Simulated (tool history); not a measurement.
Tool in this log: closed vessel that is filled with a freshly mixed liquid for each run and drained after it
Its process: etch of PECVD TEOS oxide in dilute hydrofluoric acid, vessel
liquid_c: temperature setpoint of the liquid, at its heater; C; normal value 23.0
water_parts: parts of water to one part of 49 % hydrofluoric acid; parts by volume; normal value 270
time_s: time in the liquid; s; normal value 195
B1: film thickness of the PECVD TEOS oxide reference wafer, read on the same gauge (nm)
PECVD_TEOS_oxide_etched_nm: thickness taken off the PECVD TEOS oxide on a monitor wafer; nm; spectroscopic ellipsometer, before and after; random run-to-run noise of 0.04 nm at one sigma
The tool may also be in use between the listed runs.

{"run": 1, "hour": 0.0, "liquid_c": 23.0, "water_parts": 270, "time_s": 195, "B1": 130.0, "PECVD_TEOS_oxide_etched_nm": 12.96}
{"run": 2, "hour": 34.0, "liquid_c": 23.0, "water_parts": 270, "time_s": 195, "B1": 129.99, "PECVD_TEOS_oxide_etched_nm": 13.0}
{"run": 3, "hour": 69.9, "liquid_c": 23.0, "water_parts": 270, "time_s": 195, "B1": 130.0, "PECVD_TEOS_oxide_etched_nm": 13.02}
{"run": 4, "hour": 103.8, "liquid_c": 23.0, "water_parts": 270, "time_s": 195, "B1": 129.97, "PECVD_TEOS_oxide_etched_nm": 13.13}
{"run": 5, "hour": 204.9, "liquid_c": 23.0, "water_parts": 270, "time_s": 195, "B1": 130.01, "PECVD_TEOS_oxide_etched_nm": 13.09}
{"run": 6, "hour": 219.2, "liquid_c": 23.0, "water_parts": 270, "time_s": 195, "B1": 130.02, "PECVD_TEOS_oxide_etched_nm": 13.09}
{"run": 7, "hour": 255.0, "liquid_c": 23.0, "water_parts": 270, "time_s": 195, "B1": 130.0, "PECVD_TEOS_oxide_etched_nm": 13.12}
{"run": 8, "hour": 286.6, "liquid_c": 23.0, "water_parts": 270, "time_s": 195, "B1": 129.98, "PECVD_TEOS_oxide_etched_nm": 13.13}
{"run": 9, "hour": 314.9, "liquid_c": 23.0, "water_parts": 170, "time_s": 195, "B1": 129.99, "PECVD_TEOS_oxide_etched_nm": 23.08}
{"run": 10, "hour": 344.4, "liquid_c": 23.0, "water_parts": 270, "time_s": 195, "B1": 130.0, "PECVD_TEOS_oxide_etched_nm": 13.13}
{"hour": 364.7, "done": "hydrofluoric acid flow meter replaced"}
{"run": 11, "hour": 365.2, "liquid_c": 23.0, "water_parts": 270, "time_s": 195, "B1": 130.04, "PECVD_TEOS_oxide_etched_nm": 12.38}
{"run": 12, "hour": 396.1, "liquid_c": 23.0, "water_parts": 270, "time_s": 195, "B1": 129.99, "PECVD_TEOS_oxide_etched_nm": 12.27}
{"hour": 411.6, "done": "gauge calibrated"}
{"run": 13, "hour": 412.8, "liquid_c": 23.0, "water_parts": 270, "time_s": 195, "B1": 129.99, "PECVD_TEOS_oxide_etched_nm": 12.37}
{"run": 14, "hour": 433.8, "liquid_c": 23.0, "water_parts": 270, "time_s": 115, "B1": 129.99, "PECVD_TEOS_oxide_etched_nm": 7.31}
{"run": 15, "hour": 475.6, "liquid_c": 24.5, "water_parts": 315, "time_s": 305, "B1": 130.04, "PECVD_TEOS_oxide_etched_nm": 16.68}
{"run": 16, "hour": 500.1, "liquid_c": 21.5, "water_parts": 225, "time_s": 165, "B1": 129.99, "PECVD_TEOS_oxide_etched_nm": 12.38}
{"run": 17, "hour": 512.6, "liquid_c": 23.0, "water_parts": 270, "time_s": 195, "B1": 129.97, "PECVD_TEOS_oxide_etched_nm": 12.36}
{"hour": 518.0, "done": "thermometer replaced"}
{"run": 18, "hour": 536.5, "liquid_c": 23.0, "water_parts": 270, "time_s": 195, "B1": 130.0, "PECVD_TEOS_oxide_etched_nm": 12.41}
{"run": 19, "hour": 569.2, "liquid_c": 21.5, "water_parts": 225, "time_s": 165, "B1": 130.01, "PECVD_TEOS_oxide_etched_nm": 12.48}
{"run": 20, "hour": 602.5, "liquid_c": 23.0, "water_parts": 270, "time_s": 195, "B1": 130.04, "PECVD_TEOS_oxide_etched_nm": 12.34}
{"run": 21, "hour": 631.8, "liquid_c": 18.5, "water_parts": 270, "time_s": 280, "B1": 129.99, "PECVD_TEOS_oxide_etched_nm": 15.19}
{"run": 22, "hour": 652.5, "liquid_c": 23.0, "water_parts": 155, "time_s": 195, "B1": 129.99, "PECVD_TEOS_oxide_etched_nm": 24.34}
{"run": 23, "hour": 740.5, "liquid_c": 21.0, "water_parts": 365, "time_s": 225, "B1": 130.06, "PECVD_TEOS_oxide_etched_nm": 9.11}
{"run": 24, "hour": 777.7, "liquid_c": 26.5, "water_parts": 150, "time_s": 195, "B1": 130.01, "PECVD_TEOS_oxide_etched_nm": 29.07}

Predict each of these 3 candidate next runs independently; none follows another, all start after run 24:
{"run": "A", "hour": 778.4, "liquid_c": 25.5, "water_parts": 270, "time_s": 195, "B1": "?", "PECVD_TEOS_oxide_etched_nm": "?"}
{"run": "B", "hour": 778.4, "liquid_c": 27.5, "water_parts": 270, "time_s": 150, "B1": "?", "PECVD_TEOS_oxide_etched_nm": "?"}
{"run": "C", "hour": 778.4, "liquid_c": 23.0, "water_parts": 380, "time_s": 105, "B1": "?", "PECVD_TEOS_oxide_etched_nm": "?"}

run=A B1=130.01 PECVD_TEOS_oxide_etched_nm=13.62
run=B B1=130.01 PECVD_TEOS_oxide_etched_nm=11.22
run=C B1=130.01 PECVD_TEOS_oxide_etched_nm=4.31
What these runs would have given with no unlogged condition in the tool:
run=A PECVD_TEOS_oxide_etched_nm=13.42
run=B PECVD_TEOS_oxide_etched_nm=11.05
run=C PECVD_TEOS_oxide_etched_nm=4.24

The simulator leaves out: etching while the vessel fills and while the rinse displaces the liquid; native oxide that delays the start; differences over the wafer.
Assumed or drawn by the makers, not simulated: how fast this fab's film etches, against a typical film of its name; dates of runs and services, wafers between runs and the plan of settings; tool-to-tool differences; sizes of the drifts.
